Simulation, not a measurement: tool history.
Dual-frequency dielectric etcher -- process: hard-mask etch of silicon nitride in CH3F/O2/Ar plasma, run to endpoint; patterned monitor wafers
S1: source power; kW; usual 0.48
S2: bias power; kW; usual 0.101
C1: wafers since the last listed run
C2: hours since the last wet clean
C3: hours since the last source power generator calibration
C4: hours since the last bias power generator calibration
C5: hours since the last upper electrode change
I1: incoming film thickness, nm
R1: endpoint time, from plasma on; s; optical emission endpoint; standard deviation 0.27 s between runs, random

run 1 hour=0 | S1=0.48 S2=0.101 | C1=0 C2=464.1 C3=1651.6 C4=1272.3 C5=6109.5 | I1=40.34 | R1=46.9
-- hour=54.8 wet clean of the chamber
run 2 hour=67.3 | S1=0.51 S2=0.101 | C1=703 C2=12.5 C3=1718.9 C4=1339.6 C5=6176.8 | I1=40.37 | R1=45.6
run 3 hour=122.2 | S1=0.54 S2=0.116 | C1=891 C2=67.4 C3=1773.8 C4=1394.5 C5=6231.7 | I1=40.95 | R1=43.5
run 4 hour=183.7 | S1=0.54 S2=0.116 | C1=998 C2=128.9 C3=1835.3 C4=1456 C5=6293.2 | I1=40.66 | R1=43.5
run 5 hour=250.8 | S1=0.54 S2=0.116 | C1=1089 C2=196 C3=1902.4 C4=1523.1 C5=6360.3 | I1=40.83 | R1=43.7
run 6 hour=315.2 | S1=0.52 S2=0.082 | C1=1045 C2=260.4 C3=1966.8 C4=1587.5 C5=6424.7 | I1=40.38 | R1=47.1
-- hour=390.6 upper electrode replaced
run 7 hour=391.1 | S1=0.52 S2=0.082 | C1=842 C2=336.3 C3=2042.7 C4=1663.4 C5=0.5 | I1=40.87 | R1=48.1
run 8 hour=439.1 | S1=0.39 S2=0.101 | C1=779 C2=384.3 C3=2090.7 C4=1711.4 C5=48.5 | I1=40.66 | R1=51.6
run 9 hour=476.7 | S1=0.39 S2=0.101 | C1=610 C2=421.9 C3=2128.3 C4=1749 C5=86.1 | I1=40.88 | R1=51.9
run 10 hour=520.6 | S1=0.42 S2=0.123 | C1=712 C2=465.8 C3=2172.2 C4=1792.9 C5=130 | I1=40.56 | R1=47.3
run 11 hour=577.4 | S1=0.48 S2=0.114 | C1=922 C2=522.6 C3=2229 C4=1849.7 C5=186.8 | I1=40.64 | R1=46.1
run 12 hour=612 | S1=0.58 S2=0.101 | C1=561 C2=557.2 C3=2263.6 C4=1884.3 C5=221.4 | I1=40.69 | R1=43.1
-- hour=640.5 wet clean of the chamber
run 13 hour=664.8 | S1=0.52 S2=0.077 | C1=467 C2=24.3 C3=2316.4 C4=1937.1 C5=274.2 | I1=40.49 | R1=48.1
run 14 hour=702.9 | S1=0.52 S2=0.094 | C1=618 C2=62.4 C3=2354.5 C4=1975.2 C5=312.3 | I1=40.78 | R1=46.3
run 15 hour=750 | S1=0.42 S2=0.123 | C1=764 C2=109.5 C3=2401.6 C4=2022.3 C5=359.4 | I1=41.04 | R1=48.3
run 16 hour=818.7 | S1=0.57 S2=0.109 | C1=1115 C2=178.2 C3=2470.3 C4=2091 C5=428.1 | I1=40.1 | R1=41.7
run 17 hour=847.1 | S1=0.48 S2=0.089 | C1=461 C2=206.6 C3=2498.7 C4=2119.4 C5=456.5 | I1=40.72 | R1=48.2
run 18 hour=909 | S1=0.55 S2=0.084 | C1=1005 C2=268.5 C3=2560.6 C4=2181.3 C5=518.4 | I1=40.86 | R1=46.2
-- hour=938.8 source power generator calibrated
run 19 hour=946.6 | S1=0.48 S2=0.101 | C1=545 C2=306.1 C3=7.8 C4=2218.9 C5=556 | I1=40.4 | R1=48.3
run 20 hour=1007.8 | S1=0.37 S2=0.111 | C1=993 C2=367.3 C3=69 C4=2280.1 C5=617.2 | I1=40.72 | R1=52.6
run 21 hour=1065.2 | S1=0.48 S2=0.092 | C1=932 C2=424.7 C3=126.4 C4=2337.5 C5=674.6 | I1=40.53 | R1=48.7
-- hour=1088.1 bias power generator calibrated
run 22 hour=1105.3 | S1=0.39 S2=0.115 | C1=586 C2=464.8 C3=166.5 C4=17.2 C5=714.7 | I1=40.65 | R1=51.5
run 23 hour=1132.3 | S1=0.51 S2=0.101 | C1=438 C2=491.8 C3=193.5 C4=44.2 C5=741.7 | I1=41.2 | R1=47.6
-- hour=1181.3 wet clean of the chamber
run 24 hour=1277.9 | S1=0.48 S2=0.101 | C1=1974 C2=96.6 C3=339.1 C4=189.8 C5=887.3 | I1=40.74 | R1=48.2
run 25 hour=1335.2 | S1=0.48 S2=0.108 | C1=930 C2=153.9 C3=396.4 C4=247.1 C5=944.6 | I1=40.69 | R1=47.2
run 26 hour=1396.1 | S1=0.57 S2=0.122 | C1=988 C2=214.8 C3=457.3 C4=308 C5=1005.5 | I1=40.92 | R1=42.8
run 27 hour=1459.8 | S1=0.48 S2=0.101 | C1=1034 C2=278.5 C3=521 C4=371.7 C5=1069.2 | I1=40.35 | R1=47.1
run 28 hour=1497.4 | S1=0.59 S2=0.092 | C1=610 C2=316.1 C3=558.6 C4=409.3 C5=1106.8 | I1=40.86 | R1=44.9
run 29 hour=1543.4 | S1=0.59 S2=0.115 | C1=746 C2=362.1 C3=604.6 C4=455.3 C5=1152.8 | I1=40.55 | R1=42.6
run 30 hour=1602 | S1=0.39 S2=0.114 | C1=951 C2=420.7 C3=663.2 C4=513.9 C5=1211.4 | I1=40.45 | R1=50.7
run 31 hour=1673.2 | S1=0.38 S2=0.114 | C1=1156 C2=491.9 C3=734.4 C4=585.1 C5=1282.6 | I1=40.92 | R1=52.2
-- hour=1732.6 wet clean of the chamber
run 32 hour=1733.1 | S1=0.48 S2=0.101 | C1=582 C2=0.5 C3=794.3 C4=645 C5=1342.5 | I1=40.66 | R1=48
run 33 hour=1791.4 | S1=0.48 S2=0.087 | C1=946 C2=58.8 C3=852.6 C4=703.3 C5=1400.8 | I1=41.02 | R1=50
run 34 hour=1857.1 | S1=0.37 S2=0.086 | C1=1066 C2=124.5 C3=918.3 C4=769 C5=1466.5 | I1=40.53 | R1=55.4

Here are 5 independent what-if runs from the current tool condition. What would each one return?
run A hour=1857.5 | S1=0.48 S2=0.101 | C1=6 C2=124.9 C3=918.7 C4=769.4 C5=1466.9 | I1=40.96 | R1=?
run B hour=1857.5 | S1=0.38 S2=0.101 | C1=6 C2=124.9 C3=918.7 C4=769.4 C5=1466.9 | I1=40.96 | R1=?
run C hour=1857.5 | S1=0.59 S2=0.09 | C1=6 C2=124.9 C3=918.7 C4=769.4 C5=1466.9 | I1=40.96 | R1=?
run D hour=1857.5 | S1=0.48 S2=0.118 | C1=6 C2=124.9 C3=918.7 C4=769.4 C5=1466.9 | I1=40.96 | R1=?
run E hour=1857.5 | S1=0.41 S2=0.09 | C1=6 C2=124.9 C3=918.7 C4=769.4 C5=1466.9 | I1=40.96 | R1=?

run=A R1=48.1
run=B R1=53.4
run=C R1=45.1
run=D R1=46.4
run=E R1=52.9
With no hidden state in the tool, these same runs would have given:
run=A R1=48.3
run=B R1=53.6
run=C R1=45.3
run=D R1=46.7
run=E R1=53.1

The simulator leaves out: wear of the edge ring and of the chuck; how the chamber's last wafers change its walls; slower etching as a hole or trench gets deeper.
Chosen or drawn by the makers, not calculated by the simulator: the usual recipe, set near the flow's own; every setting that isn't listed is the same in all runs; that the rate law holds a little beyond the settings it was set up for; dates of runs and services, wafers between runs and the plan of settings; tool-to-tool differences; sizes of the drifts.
